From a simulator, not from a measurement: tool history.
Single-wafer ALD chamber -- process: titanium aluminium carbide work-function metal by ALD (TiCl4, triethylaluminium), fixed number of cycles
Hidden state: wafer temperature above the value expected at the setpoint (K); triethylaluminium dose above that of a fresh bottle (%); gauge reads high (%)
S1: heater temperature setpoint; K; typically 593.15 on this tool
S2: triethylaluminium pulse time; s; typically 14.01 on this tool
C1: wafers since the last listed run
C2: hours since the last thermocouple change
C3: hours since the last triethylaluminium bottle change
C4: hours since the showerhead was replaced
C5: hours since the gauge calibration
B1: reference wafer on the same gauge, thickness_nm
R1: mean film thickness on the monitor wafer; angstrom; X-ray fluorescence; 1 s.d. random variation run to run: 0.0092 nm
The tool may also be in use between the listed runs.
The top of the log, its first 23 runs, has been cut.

At day 13.996: triethylaluminium bottle replaced.
Run 24, day 14.088: usual settings but S1 583.15 K, S2 17.48 s; C1 67; C2 72.9; C3 2.2; C4 124.3; C5 152.4; B1 2.338. Result: R1 24.33 angstrom.
Run 25, day 14.425: usual settings but S1 586.15 K, S2 8.9 s; C1 65; C2 81; C3 10.3; C4 132.4; C5 160.5; B1 2.339. Result: R1 22.47 angstrom.
Run 26, day 15.171: usual settings but S1 586.15 K; C1 143; C2 98.9; C3 28.2; C4 150.3; C5 178.4; B1 2.343. Result: R1 24.53 angstrom.
Run 27, day 17.225: usual settings but S1 596.15 K; C1 396; C2 148.2; C3 77.5; C4 199.6; C5 227.7; B1 2.34. Result: R1 25.33 angstrom.
Run 28, day 17.612: usual settings; C1 74; C2 157.5; C3 86.8; C4 208.9; C5 237; B1 2.34. Result: R1 25.1 angstrom.
Run 29, day 17.954: usual settings; C1 65; C2 165.7; C3 95; C4 217.1; C5 245.2; B1 2.341. Result: R1 24.97 angstrom.
Run 30, day 18.588: usual settings; C1 122; C2 180.9; C3 110.2; C4 232.3; C5 260.4; B1 2.339. Result: R1 24.98 angstrom.
Run 31, day 19.329: usual settings but S1 605.15 K; C1 143; C2 198.7; C3 128; C4 250.1; C5 278.2; B1 2.338. Result: R1 26.03 angstrom.
Run 32, day 19.7: usual settings; C1 71; C2 207.6; C3 136.9; C4 259; C5 287.1; B1 2.342. Result: R1 24.98 angstrom.
Run 33, day 20.208: usual settings but S1 608.15 K, S2 9.51 s; C1 98; C2 219.8; C3 149.1; C4 271.2; C5 299.3; B1 2.339. Result: R1 24.16 angstrom.
Run 34, day 20.508: usual settings but S1 605.15 K, S2 11.74 s; C1 57; C2 227; C3 156.3; C4 278.4; C5 306.5; B1 2.34. Result: R1 25.41 angstrom.

Alternative continuations, all from the tool just after run 34; predict every row:
Run A, day 20.525: usual settings but S2 18.93 s; C1 3; C2 227.4; C3 156.7; C4 278.8; C5 306.9; B1 ?. Result: R1 ?.
Run B, day 20.525: usual settings but S1 599.15 K, S2 11.57 s; C1 3; C2 227.4; C3 156.7; C4 278.8; C5 306.9; B1 ?. Result: R1 ?.
Run C, day 20.525: usual settings but S2 9.43 s; C1 3; C2 227.4; C3 156.7; C4 278.8; C5 306.9; B1 ?. Result: R1 ?.

run     B1     R1
  A  2.342  25.39
  B  2.342  24.84
  C  2.342  22.86
Stripped of hidden state, with their random variation kept, the same runs would have yielded:
run     R1
  A  25.44
  B   25.4
  C  23.84

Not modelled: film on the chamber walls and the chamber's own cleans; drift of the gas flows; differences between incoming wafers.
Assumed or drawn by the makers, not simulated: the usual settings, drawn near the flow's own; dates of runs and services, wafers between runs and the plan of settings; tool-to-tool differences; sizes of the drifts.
